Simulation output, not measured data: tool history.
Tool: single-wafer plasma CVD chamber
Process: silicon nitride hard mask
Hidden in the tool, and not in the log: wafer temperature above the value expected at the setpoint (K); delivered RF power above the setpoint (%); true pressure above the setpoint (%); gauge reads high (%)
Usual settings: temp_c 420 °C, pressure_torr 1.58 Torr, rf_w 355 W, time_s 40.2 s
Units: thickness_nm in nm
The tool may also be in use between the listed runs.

run	hour	temp_c	pressure_torr	rf_w	time_s	wafers since the last listed run	hours since the last thermocouple change	hours since the last RF generator calibration	hours since the last manometer calibration	hours since the showerhead was replaced	hours since the gauge calibration	read-back reference wafer on the same gauge, thickness_nm	thickness_nm
1	0	420	1.58	355	41.9	0	1444.3	2200.2	729.5	5124.9	1519	58.201	59.193
2	33	420	1.58	375	40.2	524	1477.3	2233.2	762.5	5157.9	1552	58.136	58.355
# hour 58: RF generator calibrated
3	62.5	420	1.58	375	40.2	341	1506.8	4.5	792	5187.4	1581.5	58.033	58.551
4	98.8	420	1.58	375	40.2	576	1543.1	40.8	828.3	5223.7	1617.8	58.096	58.278
# hour 139.8: gauge calibrated
5	154.7	420	1.58	355	40.2	888	1599	96.7	884.2	5279.6	14.9	58.058	56.314
6	190.7	420	1.58	385	40.2	572	1635	132.7	920.2	5315.6	50.9	58.128	59.571
7	224.3	420	1.58	335	40.2	533	1668.6	166.3	953.8	5349.2	84.5	58.092	55.172
8	269.7	420	1.58	355	40.2	721	1714	211.7	999.2	5394.6	129.9	58.161	56.849
9	303.1	420	1.58	355	40.2	530	1747.4	245.1	1032.6	5428	163.3	57.987	56.959
# hour 369.9: thermocouple changed; heater temperature recalibrated
10	373.7	420	1.39	355	46.6	994	3.8	315.7	1103.2	5498.6	233.9	58.082	63.954
11	439.4	420	1.58	355	47.2	1044	69.5	381.4	1168.9	5564.3	299.6	58.079	66.64
12	502.9	420	1.58	355	40.2	1009	133	444.9	1232.4	5627.8	363.1	58.136	56.987
# hour 535.3: capacitance manometer re-zeroed and calibrated
13	562	420	1.58	355	40.2	812	192.1	504	26.7	5686.9	422.2	58.23	55.049
14	596.1	420	1.58	405	36.1	541	226.2	538.1	60.8	5721	456.3	58.026	53.113
15	660.9	420	1.58	355	40.2	1029	291	602.9	125.6	5785.8	521.1	58.058	55.639
16	688.3	426	1.82	400	45.5	435	318.4	630.3	153	5813.2	548.5	58.056	68.524
17	755.2	409	1.58	355	40.2	1063	385.3	697.2	219.9	5880.1	615.4	58.1	55.177
# hour 783.2: capacitance manometer re-zeroed and calibrated, repeated, since the last time left the tool worse
# hour 805.7: showerhead replaced
18	808.2	420	1.96	355	40.2	587	438.3	750.2	25	2.5	668.4	58.118	58.94
19	850	410	1.58	355	40.2	664	480.1	792	66.8	44.3	710.2	58.199	56.733
20	905.9	420	1.58	305	48	888	536	847.9	122.7	100.2	766.1	58.102	61.693
21	948.9	420	1.58	355	40.2	683	579	890.9	165.7	143.2	809.1	58.162	56.716
22	1001.9	420	1.58	375	40.2	842	632	943.9	218.7	196.2	862.1	58.037	58.137
23	1048.4	420	1.58	335	40.2	738	678.5	990.4	265.2	242.7	908.6	58	54.794
24	1087.6	420	1.72	335	42.5	622	717.7	1029.6	304.4	281.9	947.8	57.969	59.034
25	1133.2	431	1.95	295	36.2	724	763.3	1075.2	350	327.5	993.4	58.159	47.535

The next listed run, before its measurement:
26	1167.4	420	1.58	355	41.9	543	797.5	1109.4	384.2	361.7	1027.6	?	?

read-back reference wafer on the same gauge, thickness_nm: 58.094
thickness_nm: 58.677 nm
Without the tool's hidden state the same run would have given thickness_nm 58.581 nm.
